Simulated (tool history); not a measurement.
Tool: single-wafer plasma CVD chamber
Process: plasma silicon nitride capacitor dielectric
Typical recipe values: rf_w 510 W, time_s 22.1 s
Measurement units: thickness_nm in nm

| run | hour | rf_w | time_s | read-back reference wafer on the same gauge, thickness_nm | thickness_nm |
|---|---|---|---|---|---|
| 1 | 0 | 510 | 25.3 | 35.64 | 37.104 |
| 2 | 72.7 | 510 | 25.3 | 35.626 | 37.094 |
| 3 | 121.3 | 510 | 25.3 | 35.583 | 37.19 |
| 4 | 188.3 | 510 | 22.1 | 35.635 | 32.561 |
| 5 | 251.7 | 510 | 22.1 | 35.558 | 32.473 |
| 6 | 355 | 510 | 22.1 | 35.595 | 32.245 |
| 7 | 406.7 | 510 | 22.1 | 35.583 | 32.349 |
| 8 | 462.6 | 510 | 22.1 | 35.621 | 32.316 |
| 9 | 533 | 510 | 22.1 | 35.566 | 32.327 |
| 10 | 591.8 | 510 | 22.1 | 35.647 | 32.341 |
| 11 | 794.5 | 510 | 22.1 | 35.609 | 32.209 |
| 12 | 894.5 | 485 | 22.1 | 35.559 | 31.497 |
|  | 923.6 | showerhead replaced |
| 13 | 995.2 | 510 | 22.1 | 35.585 | 32.002 |
| 14 | 1079.2 | 510 | 22.1 | 35.597 | 31.975 |
| 15 | 1139.1 | 510 | 22.1 | 35.547 | 32.053 |
| 16 | 1235 | 510 | 24.7 | 35.532 | 35.635 |
| 17 | 1316.5 | 510 | 20.6 | 35.618 | 29.713 |
| 18 | 1366.3 | 480 | 26 | 35.544 | 36.558 |
| 19 | 1402.6 | 570 | 19.1 | 35.638 | 28.672 |
| 20 | 1491.8 | 510 | 22.1 | 35.626 | 31.712 |
|  | 1545.2 | gauge calibrated |
| 21 | 1595.7 | 455 | 24.3 | 35.597 | 33.085 |
| 22 | 1658.9 | 595 | 18 | 35.59 | 27.359 |
| 23 | 1698.6 | 510 | 22.1 | 35.592 | 31.45 |
| 24 | 1775.6 | 415 | 18.9 | 35.559 | 24.643 |
| 25 | 1862.3 | 585 | 22.1 | 35.559 | 33.103 |
| 26 | 1903.9 | 550 | 18.3 | 35.603 | 26.883 |
|  | 1914.3 | RF generator calibrated |
| 27 | 2003.7 | 510 | 20.1 | 35.562 | 29.506 |
| 28 | 2063.9 | 510 | 23.5 | 35.607 | 34.401 |
| 29 | 2118.1 | 470 | 22.1 | 35.617 | 31.328 |
| 30 | 2198.1 | 455 | 24.3 | 35.612 | 34.103 |
| 31 | 2268.1 | 440 | 18.1 | 35.581 | 24.927 |
| 32 | 2354.6 | 510 | 22.1 | 35.621 | 32.42 |
| 33 | 2422.8 | 510 | 22.1 | 35.606 | 32.504 |

Here are 5 independent what-if runs from the current tool condition. What would each one return?
| A | 2423.2 | 510 | 25.4 | ? | ? |
| B | 2423.2 | 510 | 26.4 | ? | ? |
| C | 2423.2 | 410 | 22.1 | ? | ? |
| D | 2423.2 | 475 | 19.2 | ? | ? |
| E | 2423.2 | 600 | 22.1 | ? | ? |

| run | read-back reference wafer on the same gauge, thickness_nm | thickness_nm |
|---|---|---|
| A | 35.581 | 37.379 |
| B | 35.581 | 38.851 |
| C | 35.581 | 29.581 |
| D | 35.581 | 27.423 |
| E | 35.581 | 34.724 |
Without the tool's hidden state the same runs would have given:
| run | thickness_nm |
|---|---|
| A | 37.464 |
| B | 38.939 |
| C | 29.648 |
| D | 27.485 |
| E | 34.803 |
